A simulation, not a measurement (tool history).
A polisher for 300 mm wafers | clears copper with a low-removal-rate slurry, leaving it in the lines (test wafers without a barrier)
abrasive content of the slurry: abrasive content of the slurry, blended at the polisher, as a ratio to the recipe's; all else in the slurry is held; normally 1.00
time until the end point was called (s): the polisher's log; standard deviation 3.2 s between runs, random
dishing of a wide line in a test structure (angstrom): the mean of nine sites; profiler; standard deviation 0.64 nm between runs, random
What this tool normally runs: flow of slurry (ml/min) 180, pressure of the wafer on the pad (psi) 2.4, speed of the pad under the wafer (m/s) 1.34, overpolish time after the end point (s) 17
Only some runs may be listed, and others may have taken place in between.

| run | hour | flow of slurry (ml/min) | pressure of the wafer on the pad (psi) | speed of the pad under the wafer (m/s) | abrasive content of the slurry | overpolish time after the end point (s) | wafers since the last listed run | wafers polished on this pad | hours since the slurry nozzle was cleaned | hours since the head pressure was calibrated | hours since the slurry blender was calibrated | incoming thickness of the incoming film, nm | time until the end point was called (s) | dishing of a wide line in a test structure (angstrom) |
|---|---|---|---|---|---|---|---|---|---|---|---|---|---|---|
| 1 | 0.0 | 180 | 2.4 | 1.62 | 1.00 | 17 | 0 | 541 | 162.5 | 1034.8 | 110.3 | 479.4 | 151.1 | 355 |
| 2 | 46.1 | 180 | 2.4 | 1.62 | 1.00 | 17 | 226 | 768 | 208.6 | 1080.9 | 156.4 | 485.8 | 146.4 | 365 |
| 3 | 91.3 | 180 | 2.0 | 1.34 | 1.00 | 17 | 221 | 989 | 253.8 | 1126.1 | 201.6 | 486.9 | 214.0 | 263 |
|  | 102.4 | worn pad replaced by a new one |
| 4 | 154.3 | 180 | 2.0 | 1.34 | 1.00 | 17 | 289 | 254 | 316.8 | 1189.1 | 264.6 | 477.3 | 227.0 | 255 |
| 5 | 179.5 | 180 | 2.4 | 1.34 | 1.00 | 17 | 123 | 378 | 342.0 | 1214.3 | 289.8 | 481.3 | 191.2 | 303 |
|  | 229.8 | slurry blender recalibrated |
| 6 | 237.3 | 180 | 2.4 | 1.34 | 1.00 | 17 | 273 | 652 | 399.8 | 1272.1 | 7.5 | 472.5 | 163.7 | 316 |
|  | 269.1 | worn pad replaced by a new one |
| 7 | 290.0 | 180 | 2.4 | 1.34 | 1.00 | 17 | 239 | 102 | 452.5 | 1324.8 | 60.2 | 476.9 | 169.0 | 317 |
|  | 339.6 | head pressure recalibrated |
| 8 | 358.0 | 180 | 2.4 | 1.34 | 1.00 | 17 | 324 | 426 | 520.5 | 18.4 | 128.2 | 480.9 | 171.2 | 327 |
| 9 | 385.7 | 180 | 2.4 | 1.34 | 1.00 | 17 | 135 | 562 | 548.2 | 46.1 | 155.9 | 480.0 | 171.7 | 313 |
| 10 | 422.7 | 180 | 2.4 | 1.34 | 1.00 | 17 | 181 | 744 | 585.2 | 83.1 | 192.9 | 472.9 | 172.3 | 309 |
| 11 | 470.1 | 180 | 3.0 | 1.34 | 1.00 | 9 | 232 | 977 | 632.6 | 130.5 | 240.3 | 489.8 | 151.5 | 205 |
|  | 476.7 | worn pad replaced by a new one |
| 12 | 501.7 | 180 | 2.0 | 1.34 | 1.00 | 17 | 135 | 122 | 664.2 | 162.1 | 271.9 | 478.5 | 208.8 | 251 |
|  | 553.7 | slurry blender recalibrated |
|  | 563.9 | slurry nozzle cleaned |
| 13 | 571.9 | 205 | 2.1 | 1.34 | 0.90 | 20 | 329 | 452 | 8.0 | 232.3 | 18.2 | 477.4 | 197.4 | 334 |
| 14 | 600.6 | 155 | 2.4 | 1.56 | 0.75 | 17 | 140 | 593 | 36.7 | 261.0 | 46.9 | 485.8 | 168.8 | 321 |
| 15 | 646.6 | 180 | 2.0 | 1.34 | 1.00 | 17 | 225 | 819 | 82.7 | 307.0 | 92.9 | 489.5 | 212.4 | 257 |
|  | 678.7 | worn pad replaced by a new one |
| 16 | 705.9 | 180 | 2.1 | 1.34 | 0.80 | 17 | 271 | 133 | 142.0 | 366.3 | 152.2 | 479.8 | 213.6 | 257 |
| 17 | 763.5 | 200 | 2.4 | 1.56 | 1.00 | 23 | 282 | 416 | 199.6 | 423.9 | 209.8 | 474.9 | 147.8 | 453 |

What will run 18 give?
| 18 | 794.0 | 180 | 2.8 | 1.34 | 1.00 | 17 | 149 | 566 | 230.1 | 454.4 | 240.3 | 481.3 | ? | ? |

Run 18 gave time until the end point was called (s) 158.4, dishing of a wide line in a test structure (angstrom) 346.
Without the tool's hidden state the same run would have given time until the end point was called (s) 148.8, dishing of a wide line in a test structure (angstrom) 365.
